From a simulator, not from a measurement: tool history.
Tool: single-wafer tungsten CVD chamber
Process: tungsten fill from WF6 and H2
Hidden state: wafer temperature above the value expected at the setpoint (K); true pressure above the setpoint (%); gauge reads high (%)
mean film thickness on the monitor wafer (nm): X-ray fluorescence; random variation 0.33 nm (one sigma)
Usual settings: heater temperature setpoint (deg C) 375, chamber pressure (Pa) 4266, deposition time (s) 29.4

| run | day | heater temperature setpoint (deg C) | chamber pressure (Pa) | deposition time (s) | wafers since the last listed run | hours since the last thermocouple change | hours since the last manometer calibration | hours since the showerhead was replaced | hours since the gauge calibration | read-back reference wafer on the same gauge, thickness_nm | mean film thickness on the monitor wafer (nm) |
|---|---|---|---|---|---|---|---|---|---|---|---|
| 1 | 0.000 | 375 | 4266 | 29.4 | 0 | 1999.7 | 1676.2 | 6095.5 | 2790.6 | 43.870 | 53.477 |
| 2 | 3.267 | 375 | 4266 | 29.4 | 1944 | 2078.1 | 1754.6 | 6173.9 | 2869.0 | 43.871 | 53.479 |
| 3 | 5.388 | 375 | 4266 | 29.4 | 1262 | 2129.0 | 1805.5 | 6224.8 | 2919.9 | 43.901 | 53.815 |
| 4 | 7.558 | 375 | 4266 | 29.4 | 1291 | 2181.1 | 1857.6 | 6276.9 | 2972.0 | 43.906 | 52.979 |
|  | 9.196 | capacitance manometer re-zeroed and calibrated |
| 5 | 11.162 | 375 | 4266 | 29.4 | 1946 | 2267.6 | 47.2 | 6363.4 | 3058.5 | 43.847 | 53.305 |
|  | 11.596 | showerhead replaced |
| 6 | 13.000 | 375 | 4266 | 29.4 | 895 | 2311.7 | 91.3 | 33.7 | 3102.6 | 43.762 | 54.098 |
| 7 | 15.767 | 375 | 4266 | 29.4 | 1646 | 2378.1 | 157.7 | 100.1 | 3169.0 | 43.765 | 54.116 |
|  | 22.083 | gauge calibrated |
| 8 | 28.688 | 375 | 4266 | 29.4 | 7689 | 2688.2 | 467.8 | 410.2 | 158.5 | 44.907 | 54.429 |
| 9 | 33.054 | 375 | 4266 | 29.4 | 2598 | 2793.0 | 572.6 | 515.0 | 263.3 | 44.826 | 55.007 |
| 10 | 34.742 | 375 | 4266 | 29.4 | 1004 | 2833.5 | 613.1 | 555.5 | 303.8 | 44.914 | 55.366 |
| 11 | 36.942 | 375 | 4266 | 26.2 | 1309 | 2886.3 | 665.9 | 608.3 | 356.6 | 44.775 | 48.855 |
|  | 39.392 | thermocouple changed; heater temperature recalibrated |
| 12 | 39.617 | 383 | 3200 | 25.0 | 1393 | 5.4 | 730.1 | 672.5 | 420.8 | 44.753 | 46.116 |
| 13 | 43.004 | 369 | 3493 | 26.1 | 2015 | 86.7 | 811.4 | 753.8 | 502.1 | 44.739 | 39.247 |
| 14 | 47.283 | 383 | 3773 | 24.2 | 2546 | 189.4 | 914.1 | 856.5 | 604.8 | 44.703 | 48.963 |
| 15 | 50.288 | 375 | 4266 | 29.4 | 1787 | 261.5 | 986.2 | 928.6 | 676.9 | 44.683 | 54.790 |
| 16 | 53.171 | 367 | 4693 | 29.4 | 1715 | 330.7 | 1055.4 | 997.8 | 746.1 | 44.688 | 49.617 |
| 17 | 55.150 | 375 | 4266 | 29.4 | 1177 | 378.2 | 1102.9 | 1045.3 | 793.6 | 44.577 | 54.791 |
| 18 | 57.442 | 379 | 4266 | 23.7 | 1363 | 433.2 | 1157.9 | 1100.3 | 848.6 | 44.574 | 47.060 |
| 19 | 59.950 | 375 | 4266 | 29.4 | 1492 | 493.4 | 1218.1 | 1160.5 | 908.8 | 44.628 | 54.098 |
| 20 | 64.025 | 385 | 4266 | 34.5 | 2425 | 591.2 | 1315.9 | 1258.3 | 1006.6 | 44.566 | 76.615 |
| 21 | 66.612 | 375 | 3266 | 29.4 | 1539 | 653.3 | 1378.0 | 1320.4 | 1068.7 | 44.448 | 46.922 |
| 22 | 70.383 | 375 | 4266 | 29.4 | 2244 | 743.8 | 1468.5 | 1410.9 | 1159.2 | 44.547 | 54.603 |
| 23 | 74.392 | 375 | 5333 | 27.9 | 2385 | 840.0 | 1564.7 | 1507.1 | 1255.4 | 44.385 | 58.057 |
| 24 | 76.725 | 375 | 4266 | 29.4 | 1388 | 896.0 | 1620.7 | 1563.1 | 1311.4 | 44.376 | 53.781 |
|  | 77.754 | capacitance manometer re-zeroed and calibrated |
| 25 | 79.300 | 382 | 3213 | 23.6 | 1334 | 957.8 | 37.1 | 1624.9 | 1373.2 | 44.346 | 42.325 |
| 26 | 82.604 | 375 | 4266 | 29.4 | 1966 | 1037.1 | 116.4 | 1704.2 | 1452.5 | 44.327 | 53.833 |
| 27 | 85.367 | 380 | 4266 | 29.4 | 1643 | 1103.4 | 182.7 | 1770.5 | 1518.8 | 44.302 | 59.457 |
| 28 | 88.762 | 375 | 4266 | 29.4 | 2020 | 1184.9 | 264.2 | 1852.0 | 1600.3 | 44.234 | 54.194 |
| 29 | 92.746 | 367 | 3360 | 26.4 | 2370 | 1280.5 | 359.8 | 1947.6 | 1695.9 | 44.220 | 36.650 |
| 30 | 95.621 | 381 | 4266 | 29.4 | 1710 | 1349.5 | 428.8 | 2016.6 | 1764.9 | 44.159 | 59.931 |
| 31 | 98.083 | 385 | 3520 | 25.4 | 1465 | 1408.6 | 487.9 | 2075.7 | 1824.0 | 44.156 | 49.808 |
| 32 | 100.075 | 381 | 3346 | 29.4 | 1185 | 1456.4 | 535.7 | 2123.5 | 1871.8 | 44.122 | 52.783 |
| 33 | 104.017 | 366 | 3840 | 26.3 | 2345 | 1551.0 | 630.3 | 2218.1 | 1966.4 | 44.128 | 38.789 |
| 34 | 106.129 | 389 | 4986 | 32.1 | 1257 | 1601.7 | 681.0 | 2268.8 | 2017.1 | 44.102 | 81.560 |
| 35 | 110.150 | 375 | 4266 | 29.4 | 2392 | 1698.2 | 777.5 | 2365.3 | 2113.6 | 44.040 | 54.156 |

3 ways to go on from here, each from the tool as it stands after run 35. What would each give?
| A | 110.167 | 375 | 4266 | 29.4 | 9 | 1698.6 | 777.9 | 2365.7 | 2114.0 | ? | ? |
| B | 110.167 | 375 | 4906 | 29.4 | 9 | 1698.6 | 777.9 | 2365.7 | 2114.0 | ? | ? |
| C | 110.167 | 388 | 4266 | 35.0 | 9 | 1698.6 | 777.9 | 2365.7 | 2114.0 | ? | ? |

| run | read-back reference wafer on the same gauge, thickness_nm | mean film thickness on the monitor wafer (nm) |
|---|---|---|
| A | 44.048 | 54.234 |
| B | 44.048 | 58.271 |
| C | 44.048 | 81.419 |
Without the tool's hidden state the same runs would have given:
| run | mean film thickness on the monitor wafer (nm) |
|---|---|
| A | 55.758 |
| B | 59.908 |
| C | 83.707 |
